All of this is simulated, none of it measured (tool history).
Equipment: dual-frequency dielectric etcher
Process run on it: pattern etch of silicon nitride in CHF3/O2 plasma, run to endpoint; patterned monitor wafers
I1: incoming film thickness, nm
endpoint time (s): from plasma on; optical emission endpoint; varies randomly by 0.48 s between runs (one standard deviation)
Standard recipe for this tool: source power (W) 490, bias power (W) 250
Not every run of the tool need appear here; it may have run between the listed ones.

Run 1, hour 0.0: usual settings but source power (W) 400; I1 112.2. Result: endpoint time (s) 91.2.
Run 2, hour 107.5: usual settings but source power (W) 400; I1 111.3. Result: endpoint time (s) 91.8.
Run 3, hour 168.9: usual settings but source power (W) 400; I1 113.4. Result: endpoint time (s) 94.3.
At hour 193.2: wet clean of the chamber.
Run 4, hour 224.8: usual settings; I1 112.6. Result: endpoint time (s) 80.6.
Run 5, hour 272.9: usual settings; I1 112.0. Result: endpoint time (s) 81.9.
Run 6, hour 374.5: usual settings; I1 112.4. Result: endpoint time (s) 82.2.
Run 7, hour 421.7: usual settings; I1 112.5. Result: endpoint time (s) 82.4.
At hour 492.1: upper electrode replaced.
Run 8, hour 521.3: usual settings; I1 113.3. Result: endpoint time (s) 83.4.
Run 9, hour 797.3: usual settings; I1 112.7. Result: endpoint time (s) 86.3.
At hour 837.7: wet clean of the chamber.
Run 10, hour 872.4: usual settings but source power (W) 600, bias power (W) 294; I1 113.5. Result: endpoint time (s) 71.1.
At hour 899.6: bias power generator calibrated.
At hour 959.1: source power generator calibrated.
Run 11, hour 978.7: usual settings but source power (W) 380; I1 111.6. Result: endpoint time (s) 92.7.
Run 12, hour 1017.9: usual settings; I1 112.3. Result: endpoint time (s) 81.5.
Run 13, hour 1080.5: usual settings but source power (W) 420, bias power (W) 190; I1 112.7. Result: endpoint time (s) 96.3.
Run 14, hour 1150.8: usual settings but source power (W) 600, bias power (W) 284; I1 112.3. Result: endpoint time (s) 72.4.
Run 15, hour 1251.6: usual settings but source power (W) 570, bias power (W) 306; I1 111.5. Result: endpoint time (s) 72.4.
Run 16, hour 1323.5: usual settings but source power (W) 590; I1 113.2. Result: endpoint time (s) 77.4.
Run 17, hour 1389.3: usual settings; I1 112.2. Result: endpoint time (s) 85.0.

Predict each of these 4 candidate next runs independently; none follows another, all start after run 17:
Run A, hour 1389.7: usual settings but bias power (W) 232; I1 112.5. Result: endpoint time (s) ?.
Run B, hour 1389.7: usual settings but source power (W) 390; I1 112.5. Result: endpoint time (s) ?.
Run C, hour 1389.7: usual settings but source power (W) 380, bias power (W) 218; I1 112.5. Result: endpoint time (s) ?.
Run D, hour 1389.7: usual settings but source power (W) 450, bias power (W) 220; I1 112.5. Result: endpoint time (s) ?.

run  endpoint time (s)
  A               86.7
  B               96.1
  C              101.3
  D               91.9
With the hidden condition removed and each run's random variation left untouched, the same runs would have given:
run  endpoint time (s)
  A               81.9
  B               90.8
  C               95.7
  D               86.9
